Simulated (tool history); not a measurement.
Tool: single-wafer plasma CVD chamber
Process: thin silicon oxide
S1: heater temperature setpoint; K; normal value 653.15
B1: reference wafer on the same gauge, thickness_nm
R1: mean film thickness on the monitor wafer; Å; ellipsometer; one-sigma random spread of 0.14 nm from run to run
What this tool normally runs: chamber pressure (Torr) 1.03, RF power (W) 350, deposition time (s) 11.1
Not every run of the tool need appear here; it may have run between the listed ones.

run 1 hour=0.0 | S1=653.15 chamber_pressure_(Torr)=1.03 RF_power_(W)=350 deposition_time_(s)=11.1 | B1=30.455 | R1=284.80
run 2 hour=28.5 | S1=653.15 chamber_pressure_(Torr)=1.03 RF_power_(W)=350 deposition_time_(s)=11.1 | B1=30.454 | R1=284.21
run 3 hour=47.2 | S1=653.15 chamber_pressure_(Torr)=1.03 RF_power_(W)=350 deposition_time_(s)=11.1 | B1=30.391 | R1=285.86
run 4 hour=75.8 | S1=653.15 chamber_pressure_(Torr)=1.03 RF_power_(W)=325 deposition_time_(s)=11.1 | B1=30.366 | R1=278.88
run 5 hour=111.6 | S1=653.15 chamber_pressure_(Torr)=0.87 RF_power_(W)=350 deposition_time_(s)=11.1 | B1=30.321 | R1=248.25
-- hour=121.2 showerhead replaced
-- hour=157.2 capacitance manometer re-zeroed and calibrated
-- hour=202.6 RF generator calibrated
run 6 hour=213.7 | S1=647.15 chamber_pressure_(Torr)=1.03 RF_power_(W)=350 deposition_time_(s)=9.5 | B1=30.210 | R1=243.34
run 7 hour=244.9 | S1=647.15 chamber_pressure_(Torr)=1.03 RF_power_(W)=350 deposition_time_(s)=9.5 | B1=30.166 | R1=243.09
run 8 hour=265.2 | S1=653.15 chamber_pressure_(Torr)=1.03 RF_power_(W)=350 deposition_time_(s)=10.6 | B1=30.138 | R1=269.00
-- hour=277.0 thermocouple changed; heater temperature recalibrated
run 9 hour=286.1 | S1=653.15 chamber_pressure_(Torr)=1.03 RF_power_(W)=350 deposition_time_(s)=11.1 | B1=30.123 | R1=280.59
run 10 hour=300.9 | S1=653.15 chamber_pressure_(Torr)=1.03 RF_power_(W)=350 deposition_time_(s)=11.1 | B1=30.084 | R1=283.19
run 11 hour=332.1 | S1=653.15 chamber_pressure_(Torr)=1.03 RF_power_(W)=350 deposition_time_(s)=11.1 | B1=30.057 | R1=280.25
run 12 hour=365.9 | S1=653.15 chamber_pressure_(Torr)=1.03 RF_power_(W)=350 deposition_time_(s)=11.1 | B1=30.021 | R1=282.20
run 13 hour=380.0 | S1=653.15 chamber_pressure_(Torr)=1.03 RF_power_(W)=350 deposition_time_(s)=12.3 | B1=29.983 | R1=314.64
run 14 hour=401.3 | S1=653.15 chamber_pressure_(Torr)=1.03 RF_power_(W)=350 deposition_time_(s)=11.1 | B1=29.960 | R1=280.95
run 15 hour=437.3 | S1=653.15 chamber_pressure_(Torr)=1.03 RF_power_(W)=350 deposition_time_(s)=11.1 | B1=29.908 | R1=279.58
run 16 hour=450.0 | S1=653.15 chamber_pressure_(Torr)=1.03 RF_power_(W)=350 deposition_time_(s)=11.1 | B1=29.921 | R1=279.03
run 17 hour=474.0 | S1=653.15 chamber_pressure_(Torr)=1.03 RF_power_(W)=300 deposition_time_(s)=10.2 | B1=29.854 | R1=244.04
run 18 hour=488.6 | S1=664.15 chamber_pressure_(Torr)=1.03 RF_power_(W)=370 deposition_time_(s)=9.6 | B1=29.848 | R1=245.04
run 19 hour=506.5 | S1=653.15 chamber_pressure_(Torr)=1.03 RF_power_(W)=350 deposition_time_(s)=11.1 | B1=29.850 | R1=277.65
run 20 hour=522.3 | S1=664.15 chamber_pressure_(Torr)=1.03 RF_power_(W)=370 deposition_time_(s)=9.6 | B1=29.838 | R1=244.40
-- hour=529.2 gauge calibrated
run 21 hour=542.2 | S1=653.15 chamber_pressure_(Torr)=1.03 RF_power_(W)=350 deposition_time_(s)=11.1 | B1=30.929 | R1=288.23
run 22 hour=562.2 | S1=667.15 chamber_pressure_(Torr)=1.03 RF_power_(W)=350 deposition_time_(s)=12.1 | B1=30.867 | R1=311.13
run 23 hour=578.0 | S1=653.15 chamber_pressure_(Torr)=1.03 RF_power_(W)=350 deposition_time_(s)=11.1 | B1=30.847 | R1=285.59
run 24 hour=607.9 | S1=638.15 chamber_pressure_(Torr)=0.84 RF_power_(W)=350 deposition_time_(s)=11.1 | B1=30.812 | R1=245.66
run 25 hour=621.7 | S1=653.15 chamber_pressure_(Torr)=0.86 RF_power_(W)=410 deposition_time_(s)=11.1 | B1=30.804 | R1=263.74
run 26 hour=645.0 | S1=653.15 chamber_pressure_(Torr)=1.11 RF_power_(W)=300 deposition_time_(s)=11.1 | B1=30.801 | R1=286.36
run 27 hour=679.9 | S1=648.15 chamber_pressure_(Torr)=1.03 RF_power_(W)=285 deposition_time_(s)=9.9 | B1=30.725 | R1=239.59
run 28 hour=715.6 | S1=645.15 chamber_pressure_(Torr)=0.91 RF_power_(W)=400 deposition_time_(s)=9.6 | B1=30.674 | R1=236.67
run 29 hour=744.2 | S1=647.15 chamber_pressure_(Torr)=1.10 RF_power_(W)=330 deposition_time_(s)=10.1 | B1=30.630 | R1=269.44

Branching from run 29: 4 alternative next runs. What would each branch give?
run A hour=744.6 | S1=640.15 chamber_pressure_(Torr)=1.03 RF_power_(W)=350 deposition_time_(s)=11.1 | B1=? | R1=?
run B hour=744.6 | S1=664.15 chamber_pressure_(Torr)=1.03 RF_power_(W)=350 deposition_time_(s)=11.1 | B1=? | R1=?
run C hour=744.6 | S1=653.15 chamber_pressure_(Torr)=1.03 RF_power_(W)=390 deposition_time_(s)=9.1 | B1=? | R1=?
run D hour=744.6 | S1=659.15 chamber_pressure_(Torr)=1.14 RF_power_(W)=390 deposition_time_(s)=12.2 | B1=? | R1=?

run=A B1=30.685 R1=286.73
run=B B1=30.685 R1=282.35
run=C B1=30.685 R1=241.89
run=D B1=30.685 R1=346.13
What these runs would have given with no unlogged condition in the tool:
run=A R1=289.08
run=B R1=284.66
run=C R1=243.87
run=D R1=348.96

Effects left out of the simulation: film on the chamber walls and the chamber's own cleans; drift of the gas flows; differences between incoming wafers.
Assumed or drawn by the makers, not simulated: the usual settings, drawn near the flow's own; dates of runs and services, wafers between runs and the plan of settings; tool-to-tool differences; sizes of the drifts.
